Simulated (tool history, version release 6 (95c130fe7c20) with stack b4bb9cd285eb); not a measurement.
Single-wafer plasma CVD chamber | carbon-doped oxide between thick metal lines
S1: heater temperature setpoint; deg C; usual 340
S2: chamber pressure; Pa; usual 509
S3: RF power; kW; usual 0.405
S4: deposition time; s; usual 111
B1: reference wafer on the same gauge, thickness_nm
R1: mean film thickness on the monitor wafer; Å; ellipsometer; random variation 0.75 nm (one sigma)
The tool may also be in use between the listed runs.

run,hour,S1,S2,S3,S4,B1,R1
1,0,340,509,0.405,116,570.013,4899.82
2,13,340,509,0.405,116,569.873,4896.29
3,19.5,340,509,0.405,116,569.902,4900.93
4,30.9,340,509,0.405,111,570.005,4673.02
5,48.8,340,509,0.405,111,570.261,4676.87
6,58.8,340,509,0.405,111,569.976,4675.53
# hour 70.1: gauge calibrated
7,71.9,340,509,0.405,111,570.081,4680.2
# hour 89.6: showerhead replaced
8,90.1,340,452,0.345,111,569.958,4043.71
9,94.9,340,452,0.345,111,570.062,4046.36
10,104.9,328,411,0.405,93,569.83,3951.91
11,118.3,335,476,0.48,120,570.015,5803.4
12,136,340,509,0.405,111,569.938,4667.05
13,143,340,572,0.365,92,569.905,3616.49
14,158.4,344,509,0.405,93,569.785,3882.89
15,166.6,340,509,0.405,105,569.978,4425.08
16,175.7,340,509,0.405,111,569.894,4680.65
17,187.2,340,509,0.48,111,569.968,5335.2
18,200.3,340,471,0.405,119,569.843,4974.95
# hour 221.1: RF generator calibrated
# hour 227: capacitance manometer re-zeroed and calibrated
19,227.5,351,585,0.47,111,569.937,5472.54
# hour 238.9: thermocouple changed; heater temperature recalibrated
20,239.4,340,509,0.34,102,569.983,3909.67
21,240.4,340,509,0.405,111,569.996,4914.99
22,254.2,340,615,0.385,111,570.179,4827.89
23,268.4,340,509,0.365,131,569.805,5303.05

Run 24 comes next. What will it give?
24,289.9,340,421,0.465,111,?,?

{"run 24": {"B1": 569.896, "R1": 5317.25}}
Without the tool's hidden state the same run would have given R1 5406.51 Å.
